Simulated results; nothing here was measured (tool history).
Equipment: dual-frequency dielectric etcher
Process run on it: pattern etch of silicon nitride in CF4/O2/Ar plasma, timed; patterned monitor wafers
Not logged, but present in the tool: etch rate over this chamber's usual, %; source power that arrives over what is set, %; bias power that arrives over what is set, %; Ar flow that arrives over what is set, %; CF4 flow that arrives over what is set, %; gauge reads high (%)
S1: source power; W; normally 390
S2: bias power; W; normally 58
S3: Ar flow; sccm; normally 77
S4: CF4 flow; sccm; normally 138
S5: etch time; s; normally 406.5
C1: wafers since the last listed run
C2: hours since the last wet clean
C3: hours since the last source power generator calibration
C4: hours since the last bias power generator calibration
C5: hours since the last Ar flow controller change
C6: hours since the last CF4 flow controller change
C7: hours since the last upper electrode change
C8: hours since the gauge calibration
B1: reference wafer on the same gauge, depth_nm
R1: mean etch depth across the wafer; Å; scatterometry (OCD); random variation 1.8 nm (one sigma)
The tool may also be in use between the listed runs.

run,day,S1,S2,S3,S4,S5,C1,C2,C3,C4,C5,C6,C7,C8,B1,R1
1,0,390,58,77,138,406.5,0,119.5,3079.7,3804,3108.1,76.7,5085.7,247,695,7733
2,0.546,390,67,77,138,406.5,59,132.6,3092.8,3817.1,3121.2,89.8,5098.8,260.1,695,8209
3,1.112,390,58,95,113,453,61,146.2,3106.4,3830.7,3134.8,103.4,5112.4,273.7,694.7,8263
# day 1.533: Ar flow controller replaced
# day 2.133: upper electrode replaced
4,2.154,390,58,77,138,406.5,21,171.2,3131.4,3855.7,14.9,128.4,0.5,298.7,695,7731
5,2.171,390,58,77,138,406.5,1,171.6,3131.8,3856.1,15.3,128.8,0.9,299.1,694.8,7751
# day 2.338: bias power generator calibrated
6,2.567,390,58,77,138,406.5,25,181.1,3141.3,5.5,24.8,138.3,10.4,308.6,694.8,7765
7,2.933,390,58,77,147,445.5,40,189.9,3150.1,14.3,33.6,147.1,19.2,317.4,694.9,8560
8,3.4,320,51,77,162,310,51,201.1,3161.3,25.5,44.8,158.3,30.4,328.6,694.9,5012
# day 4.121: source power generator calibrated
9,4.142,390,58,92,117,310.5,62,218.9,0.5,43.3,62.6,176.1,48.2,346.4,695,5702
# day 4.379: gauge calibrated
10,4.438,470,72,60,138,316,32,226,7.6,50.4,69.7,183.2,55.3,1.4,695.2,7658
11,4.912,390,72,77,138,358,51,237.4,19,61.8,81.1,194.6,66.7,12.8,694.9,7436
12,5.304,390,58,77,138,406.5,42,246.8,28.4,71.2,90.5,204,76.1,22.2,695.5,7765
13,5.608,390,72,58,138,406.5,33,254.1,35.7,78.5,97.8,211.3,83.4,29.5,695.2,8677
14,6.142,390,58,77,123,406.5,58,266.9,48.5,91.3,110.6,224.1,96.2,42.3,694.9,7701
15,7.304,390,58,77,138,406.5,127,294.8,76.4,119.2,138.5,252,124.1,70.2,695.1,7820
16,8.029,390,58,77,138,406.5,79,312.2,93.8,136.6,155.9,269.4,141.5,87.6,695.1,7817
17,8.362,440,58,90,111,406.5,36,320.2,101.8,144.6,163.9,277.4,149.5,95.6,694.8,8151
18,9.9,390,49,77,138,522,168,357.1,138.7,181.5,200.8,314.3,186.4,132.5,694.9,9414
19,10.3,390,58,77,128,527,43,366.7,148.3,191.1,210.4,323.9,196,142.1,695.1,10025
# day 11.408: wet clean of the chamber
20,11.429,390,58,77,155,406.5,14,0.5,175.4,218.2,237.5,351,223.1,169.2,695,7767

How the hidden state differs across the entries between the runs, from the last listed run before each to the first after it:
In the gap between runs 3 and 4: Ar flow controller replaced (day 1.533); upper electrode replaced (day 2.133)
  etch rate over this chamber's usual, %: 0.876 -> 0.998
  measured value less the no-hidden-state value, R1: +72 -> +76 Å
In the gap between runs 5 and 6: bias power generator calibrated (day 2.338)
  etch rate over this chamber's usual, %: 1 -> 1.05
  measured value less the no-hidden-state value, R1: +77 -> +80 Å
In the gap between runs 8 and 9: source power generator calibrated (day 4.121)
  etch rate over this chamber's usual, %: 1.14 -> 1.23
  measured value less the no-hidden-state value, R1: +57 -> +69 Å
In the gap between runs 9 and 10: gauge calibrated (day 4.379)
  etch rate over this chamber's usual, %: 1.23 -> 1.26
  measured value less the no-hidden-state value, R1: +69 -> +95 Å
In the gap between runs 19 and 20: wet clean of the chamber (day 11.408)
  etch rate over this chamber's usual, %: 1.95 -> 0.178
  measured value less the no-hidden-state value, R1: +191 -> +14 Å
